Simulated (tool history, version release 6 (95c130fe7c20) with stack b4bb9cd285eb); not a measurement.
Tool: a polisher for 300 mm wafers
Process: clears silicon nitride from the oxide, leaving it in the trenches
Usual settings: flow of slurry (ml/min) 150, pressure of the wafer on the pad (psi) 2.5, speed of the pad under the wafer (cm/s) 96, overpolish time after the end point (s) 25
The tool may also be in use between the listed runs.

run,hour,flow of slurry (ml/min),pressure of the wafer on the pad (psi),speed of the pad under the wafer (cm/s),overpolish time after the end point (s),wafers since the last listed run,wafers polished on this pad,hours since the slurry nozzle was cleaned,hours since the head pressure was calibrated,"incoming thickness of the incoming film, nm",time until the end point was called (s)
1,0,150,2.8,74,25,0,1893,105.7,202.1,60.2,61
2,32.6,150,2.5,96,25,396,2289,138.3,234.7,59.6,56.3
# hour 44.8: worn pad replaced by a new one
3,91.3,150,3.2,96,13,665,565,197,293.4,60.2,44.6
4,155.6,150,3.2,96,13,782,1347,261.3,357.7,59.1,43.7
5,196.2,150,2.5,96,25,493,1841,301.9,398.3,59.7,55.1
6,229.6,150,2.5,96,25,406,2248,335.3,431.7,60.1,56.2
# hour 242.5: head pressure recalibrated
# hour 244.2: worn pad replaced by a new one
7,300.7,150,2.5,116,25,820,687,406.4,58.2,59.3,52.4
8,337.8,150,2.5,96,25,451,1138,443.5,95.3,59.3,56.5
# hour 372.3: slurry nozzle cleaned
9,397.4,150,2.5,96,25,712,1851,25.1,154.9,60.4,58.8
# hour 441.1: worn pad replaced by a new one
10,444.5,150,2.5,96,25,524,41,72.2,202,59.7,56.4
11,511.6,130,3.1,66,25,816,857,139.3,269.1,60,59.8
12,569.8,110,2.8,96,14,708,1565,197.5,327.3,60,54.4
13,595.5,150,1.8,96,34,312,1878,223.2,353,58.9,76.7
14,624.1,150,2.5,96,15,347,2226,251.8,381.6,59.7,55.2
# hour 644.8: worn pad replaced by a new one
15,687.2,150,2.5,74,30,718,516,314.9,444.7,59.4,66.1
# hour 713.7: head pressure recalibrated
16,750.8,150,3.2,96,30,749,1265,378.5,37.1,59.1,44.3
# hour 783.2: slurry nozzle cleaned
17,820.6,150,2.5,96,25,836,2102,37.4,106.9,60.4,55.5
# hour 856.9: worn pad replaced by a new one
18,872.8,150,2.5,96,25,586,193,89.6,159.1,60,54.2
19,925.8,150,2.5,108,15,644,838,142.6,212.1,59.6,50

Hidden state or all else? Some run-to-run changes of time until the end point was called (s), split into what the settings, what came in and random variation would give without the hidden state, and what is left for the hidden state (with any gauge scatter that isn't in both results):
The hidden state here: removal rate lost through wear of the pad, %; slurry flow missing at the pad, %; deviation of the head's pressure from its setpoint, %.
Run 6 -> 7: speed of the pad under the wafer (cm/s) 96 -> 116, head pressure recalibrated, worn pad replaced by a new one. time until the end point was called (s) -3.8: hidden state +4.5, all else -8.3.
Run 12 -> 13: flow of slurry (ml/min) 110 -> 150, pressure of the wafer on the pad (psi) 2.8 -> 1.8, overpolish time after the end point (s) 14 -> 34. time until the end point was called (s) +22.3: hidden state -2.4, all else +24.7.
